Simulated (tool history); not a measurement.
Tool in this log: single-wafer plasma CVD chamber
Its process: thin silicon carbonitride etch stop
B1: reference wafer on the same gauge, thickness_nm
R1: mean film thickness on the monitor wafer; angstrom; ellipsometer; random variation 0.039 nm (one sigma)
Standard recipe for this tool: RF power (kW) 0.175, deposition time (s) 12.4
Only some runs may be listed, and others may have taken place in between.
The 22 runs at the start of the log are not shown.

{"run": 23, "hour": 578.0, "RF power (kW)": 0.155, "deposition time (s)": 10.7, "B1": 8.197, "R1": 59.95}
{"run": 24, "hour": 596.0, "RF power (kW)": 0.16, "deposition time (s)": 13.8, "B1": 8.186, "R1": 78.64}
{"run": 25, "hour": 623.2, "RF power (kW)": 0.205, "deposition time (s)": 14.7, "B1": 8.192, "R1": 89.78}
{"hour": 635.4, "done": "showerhead replaced"}
{"run": 26, "hour": 635.9, "RF power (kW)": 0.19, "deposition time (s)": 11.1, "B1": 8.182, "R1": 66.29}
{"run": 27, "hour": 648.6, "RF power (kW)": 0.175, "deposition time (s)": 13.0, "B1": 8.183, "R1": 76.43}
{"run": 28, "hour": 676.9, "RF power (kW)": 0.15, "deposition time (s)": 12.4, "B1": 8.202, "R1": 69.01}
{"run": 29, "hour": 690.8, "RF power (kW)": 0.205, "deposition time (s)": 14.5, "B1": 8.195, "R1": 88.71}
{"run": 30, "hour": 726.0, "RF power (kW)": 0.175, "deposition time (s)": 14.5, "B1": 8.19, "R1": 85.16}
{"run": 31, "hour": 756.8, "RF power (kW)": 0.185, "deposition time (s)": 11.4, "B1": 8.195, "R1": 67.37}
{"run": 32, "hour": 787.9, "RF power (kW)": 0.175, "deposition time (s)": 12.4, "B1": 8.185, "R1": 72.42}
{"run": 33, "hour": 802.8, "RF power (kW)": 0.175, "deposition time (s)": 12.4, "B1": 8.208, "R1": 72.59}
{"run": 34, "hour": 819.7, "RF power (kW)": 0.16, "deposition time (s)": 13.9, "B1": 8.179, "R1": 79.44}
{"run": 35, "hour": 852.1, "RF power (kW)": 0.155, "deposition time (s)": 13.4, "B1": 8.196, "R1": 75.37}
{"run": 36, "hour": 865.3, "RF power (kW)": 0.14, "deposition time (s)": 10.3, "B1": 8.174, "R1": 56.07}
{"run": 37, "hour": 893.0, "RF power (kW)": 0.175, "deposition time (s)": 12.4, "B1": 8.193, "R1": 72.27}

Consider 3 possible next runs. They are alternatives, not a sequence: every one starts from the tool as it was left by run 37. What does each give?
{"run": "A", "hour": 893.4, "RF power (kW)": 0.175, "deposition time (s)": 10.0, "B1": "?", "R1": "?"}
{"run": "B", "hour": 893.4, "RF power (kW)": 0.195, "deposition time (s)": 14.7, "B1": "?", "R1": "?"}
{"run": "C", "hour": 893.4, "RF power (kW)": 0.195, "deposition time (s)": 14.8, "B1": "?", "R1": "?"}

run=A B1=8.203 R1=59.09
run=B B1=8.203 R1=89.69
run=C B1=8.203 R1=90.30
Without the tool's unlogged condition, the same runs would have read:
run=A R1=59.09
run=B R1=89.69
run=C R1=90.30

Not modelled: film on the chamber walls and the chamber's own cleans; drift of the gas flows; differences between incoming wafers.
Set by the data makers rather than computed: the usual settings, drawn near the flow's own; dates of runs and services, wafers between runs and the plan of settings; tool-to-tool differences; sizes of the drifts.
